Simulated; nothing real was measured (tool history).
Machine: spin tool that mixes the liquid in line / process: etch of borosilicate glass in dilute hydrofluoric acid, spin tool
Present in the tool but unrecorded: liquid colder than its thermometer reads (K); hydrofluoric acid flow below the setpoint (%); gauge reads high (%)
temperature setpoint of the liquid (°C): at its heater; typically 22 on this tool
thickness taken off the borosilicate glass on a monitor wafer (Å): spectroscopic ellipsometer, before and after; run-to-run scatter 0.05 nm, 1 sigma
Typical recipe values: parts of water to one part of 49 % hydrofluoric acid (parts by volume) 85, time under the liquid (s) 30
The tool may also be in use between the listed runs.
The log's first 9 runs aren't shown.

| run | day | temperature setpoint of the liquid (°C) | parts of water to one part of 49 % hydrofluoric acid (parts by volume) | time under the liquid (s) | wafers since the last listed run | hours since the thermometer was replaced | hours since the hydrofluoric acid flow meter was replaced | hours since the gauge calibration | read-back film thickness of the borosilicate glass reference wafer, read on the same gauge (nm) | thickness taken off the borosilicate glass on a monitor wafer (Å) |
|---|---|---|---|---|---|---|---|---|---|---|
|  | 30.612 | hydrofluoric acid flow meter replaced |
| 10 | 31.446 | 22 | 85 | 30 | 878 | 230 | 20 | 1505.8 | 60.01 | 101.7 |
| 11 | 35.708 | 22 | 85 | 30 | 1376 | 332.3 | 122.3 | 1608.1 | 60 | 101.5 |
| 12 | 38.796 | 22 | 85 | 30 | 997 | 406.4 | 196.4 | 1682.2 | 60.01 | 101.2 |
| 13 | 43.067 | 22 | 85 | 30 | 1379 | 508.9 | 298.9 | 1784.7 | 60 | 101.5 |
| 14 | 44.808 | 22 | 85 | 30 | 562 | 550.7 | 340.7 | 1826.5 | 60 | 102.1 |
| 15 | 49.117 | 22 | 85 | 30 | 1391 | 654.1 | 444.1 | 1929.9 | 60 | 101.6 |
|  | 50.533 | hydrofluoric acid flow meter replaced |
| 16 | 51.158 | 22 | 85 | 30 | 645 | 703.1 | 15 | 1978.9 | 60.01 | 101.3 |
| 17 | 54 | 20 | 110 | 50 | 917 | 771.3 | 83.2 | 2047.1 | 60.01 | 116.1 |
|  | 63.754 | thermometer replaced |
|  | 65.871 | gauge calibrated |
| 18 | 65.9 | 20.5 | 105 | 30 | 3829 | 51.5 | 368.8 | 0.7 | 60.02 | 76.3 |
| 19 | 69.3 | 22 | 85 | 30 | 1097 | 133.1 | 450.4 | 82.3 | 60 | 101.9 |
| 20 | 71.621 | 25.5 | 120 | 15 | 749 | 188.8 | 506.1 | 138 | 60 | 39.5 |
|  | 74.033 | hydrofluoric acid flow meter replaced |
| 21 | 75.046 | 22 | 85 | 30 | 1092 | 271 | 24.3 | 220.2 | 59.99 | 101.4 |
| 22 | 79.188 | 22 | 85 | 15 | 1337 | 370.4 | 123.7 | 319.6 | 59.99 | 50.8 |
| 23 | 81.271 | 22 | 85 | 30 | 672 | 420.4 | 173.7 | 369.6 | 60.01 | 102.1 |
| 24 | 83.721 | 27 | 85 | 45 | 791 | 479.2 | 232.5 | 428.4 | 60 | 185.1 |
| 25 | 85.912 | 22 | 85 | 30 | 707 | 531.8 | 285.1 | 481 | 60.01 | 100.7 |
| 26 | 89.779 | 18.5 | 120 | 50 | 1248 | 624.6 | 377.9 | 573.8 | 60 | 98.7 |
| 27 | 94.154 | 22 | 60 | 15 | 1412 | 729.6 | 482.9 | 678.8 | 59.98 | 73.4 |
|  | 97.092 | hydrofluoric acid flow meter replaced |
| 28 | 97.471 | 22 | 85 | 30 | 1057 | 809.2 | 9.1 | 758.4 | 59.98 | 100.2 |
| 29 | 99.871 | 22 | 85 | 30 | 775 | 866.8 | 66.7 | 816 | 60 | 100.5 |
|  | 100.679 | thermometer replaced |
| 30 | 102.442 | 22 | 115 | 30 | 816 | 42.3 | 128.4 | 877.7 | 59.98 | 73.4 |
| 31 | 103.942 | 18 | 55 | 45 | 484 | 78.3 | 164.4 | 913.7 | 60 | 209 |
| 32 | 107.933 | 19.5 | 85 | 30 | 1289 | 174.1 | 260.2 | 1009.5 | 59.99 | 92 |
| 33 | 110.329 | 22 | 110 | 50 | 773 | 231.6 | 317.7 | 1067 | 60 | 128.2 |

What if the next run were any one of these 4? Each begins from the tool's condition after run 33:
| A | 110.346 | 22 | 85 | 30 | 5 | 232 | 318.1 | 1067.4 | ? | ? |
| B | 110.346 | 18 | 85 | 30 | 5 | 232 | 318.1 | 1067.4 | ? | ? |
| C | 110.346 | 22 | 120 | 30 | 5 | 232 | 318.1 | 1067.4 | ? | ? |
| D | 110.346 | 24 | 85 | 20 | 5 | 232 | 318.1 | 1067.4 | ? | ? |

| run | read-back film thickness of the borosilicate glass reference wafer, read on the same gauge (nm) | thickness taken off the borosilicate glass on a monitor wafer (Å) |
|---|---|---|
| A | 60.02 | 102.4 |
| B | 60.02 | 86.8 |
| C | 60.02 | 69.7 |
| D | 60.02 | 74.1 |
Stripped of hidden state, with their random variation kept, the same runs would have yielded:
| run | thickness taken off the borosilicate glass on a monitor wafer (Å) |
|---|---|
| A | 103.1 |
| B | 87.3 |
| C | 70.1 |
| D | 74.5 |
